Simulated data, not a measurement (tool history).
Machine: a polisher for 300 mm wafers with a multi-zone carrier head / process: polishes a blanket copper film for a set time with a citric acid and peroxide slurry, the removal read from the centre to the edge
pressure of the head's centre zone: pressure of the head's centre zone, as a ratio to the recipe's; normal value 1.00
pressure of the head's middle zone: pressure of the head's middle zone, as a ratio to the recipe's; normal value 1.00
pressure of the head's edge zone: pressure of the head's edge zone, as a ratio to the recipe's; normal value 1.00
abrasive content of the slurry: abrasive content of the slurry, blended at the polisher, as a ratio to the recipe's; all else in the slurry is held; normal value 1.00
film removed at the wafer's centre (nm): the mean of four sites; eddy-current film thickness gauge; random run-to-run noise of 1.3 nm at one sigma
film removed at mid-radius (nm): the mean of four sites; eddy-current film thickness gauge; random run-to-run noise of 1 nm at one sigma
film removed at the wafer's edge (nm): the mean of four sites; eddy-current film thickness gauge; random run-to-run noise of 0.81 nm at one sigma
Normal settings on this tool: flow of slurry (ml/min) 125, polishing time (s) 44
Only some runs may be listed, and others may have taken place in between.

run	hour	flow of slurry (ml/min)	pressure of the head's centre zone	pressure of the head's middle zone	pressure of the head's edge zone	abrasive content of the slurry	polishing time (s)	wafers since the last listed run	wafers polished on this pad	hours since the slurry nozzle was cleaned	hours since the centre zone pressure was calibrated	hours since the edge zone pressure was calibrated	hours since the carrier head's membrane was replaced	incoming thickness of the incoming film, nm	film removed at the wafer's centre (nm)	film removed at mid-radius (nm)	film removed at the wafer's edge (nm)
1	0.0	125	1.00	1.00	1.00	1.00	44	0	1561	267.4	840.7	354.1	280.6	598.7	93.8	94.5	92.2
2	101.8	125	1.00	1.00	1.00	1.00	44	971	2533	369.2	942.5	455.9	382.4	607.4	90.4	90.5	88.3
# hour 125.1: worn pad replaced by a new one
3	200.1	125	1.00	1.00	1.00	1.00	44	900	715	467.5	1040.8	554.2	480.7	613.1	95.3	100.6	97.1
4	367.5	125	1.00	1.00	1.00	1.00	44	1597	2313	634.9	1208.2	721.6	648.1	602.0	90.5	91.5	90.0
5	407.1	125	1.00	1.00	1.00	1.00	44	377	2691	674.5	1247.8	761.2	687.7	605.7	89.9	89.1	87.8
6	447.6	125	1.00	1.00	1.00	0.95	44	386	3078	715.0	1288.3	801.7	728.2	608.8	85.3	87.2	84.3
# hour 463.9: worn pad replaced by a new one
# hour 505.6: slurry nozzle cleaned
7	523.0	125	1.00	1.00	1.00	0.95	44	671	554	17.4	1363.7	877.1	803.6	612.2	94.0	96.6	96.8
8	622.3	125	1.00	1.00	1.00	0.95	44	947	1502	116.7	1463.0	976.4	902.9	611.7	90.1	95.1	90.0
9	711.5	125	1.00	1.00	1.00	1.00	44	851	2353	205.9	1552.2	1065.6	992.1	602.9	89.6	93.7	88.0
# hour 746.8: centre zone pressure recalibrated
# hour 746.9: worn pad replaced by a new one
# hour 749.8: edge zone pressure recalibrated
10	816.3	125	1.00	1.00	1.00	1.00	44	961	643	310.7	69.5	66.5	1096.9	604.2	100.8	101.0	98.0
11	861.2	125	1.00	1.00	0.95	1.00	44	428	1071	355.6	114.4	111.4	1141.8	612.9	98.1	99.6	93.4
12	932.3	125	1.00	1.00	1.00	1.00	44	678	1750	426.7	185.5	182.5	1212.9	609.7	92.9	96.6	93.7
13	980.6	125	1.00	1.00	1.00	0.95	44	460	2211	475.0	233.8	230.8	1261.2	616.9	89.3	90.6	90.1
# hour 986.2: carrier head's membrane replaced by a new one
# hour 1059.9: worn pad replaced by a new one
14	1070.8	125	1.00	1.00	1.00	1.00	44	774	104	565.2	324.0	321.0	84.6	597.1	100.6	100.1	98.2
15	1139.0	125	1.04	0.95	1.11	1.00	32	650	755	633.4	392.2	389.2	152.8	607.1	72.7	69.1	73.9
# hour 1182.0: slurry nozzle cleaned
16	1194.0	90	1.00	1.00	1.00	1.10	44	515	1270	12.0	447.2	444.2	207.8	608.3	93.1	92.6	92.5
17	1344.2	155	1.00	1.08	0.91	1.10	44	1433	2704	162.2	597.4	594.4	358.0	612.2	94.4	102.2	88.5
# hour 1358.6: worn pad replaced by a new one
18	1386.6	145	1.00	1.00	1.00	0.90	51	366	267	204.6	639.8	636.8	400.4	602.8	115.4	115.7	112.1
19	1476.5	125	1.00	1.00	1.00	1.00	44	858	1125	294.5	729.7	726.7	490.3	619.6	97.5	99.1	94.5
20	1513.0	125	1.12	1.00	1.00	0.75	44	348	1473	331.0	766.2	763.2	526.8	603.5	95.9	86.7	85.8

Forecast each of these 3 alternatives for the next run:
A	1513.4	125	1.00	1.00	1.00	1.00	44	3	1477	331.4	766.6	763.6	527.2	610.7	?	?	?
B	1513.4	125	1.00	0.91	1.00	1.00	44	3	1477	331.4	766.6	763.6	527.2	610.7	?	?	?
C	1513.4	125	1.00	1.03	1.00	1.00	37	3	1477	331.4	766.6	763.6	527.2	610.7	?	?	?

run	film removed at the wafer's centre (nm)	film removed at mid-radius (nm)	film removed at the wafer's edge (nm)
A	94.0	96.1	93.5
B	94.0	90.3	93.6
C	79.1	82.5	78.6
The same runs, with their run-to-run variation unchanged, on a tool lacking any hidden condition would have given:
run	film removed at the wafer's centre (nm)	film removed at mid-radius (nm)	film removed at the wafer's edge (nm)
A	101.2	103.5	100.7
B	101.2	97.3	100.8
C	85.1	88.8	84.6

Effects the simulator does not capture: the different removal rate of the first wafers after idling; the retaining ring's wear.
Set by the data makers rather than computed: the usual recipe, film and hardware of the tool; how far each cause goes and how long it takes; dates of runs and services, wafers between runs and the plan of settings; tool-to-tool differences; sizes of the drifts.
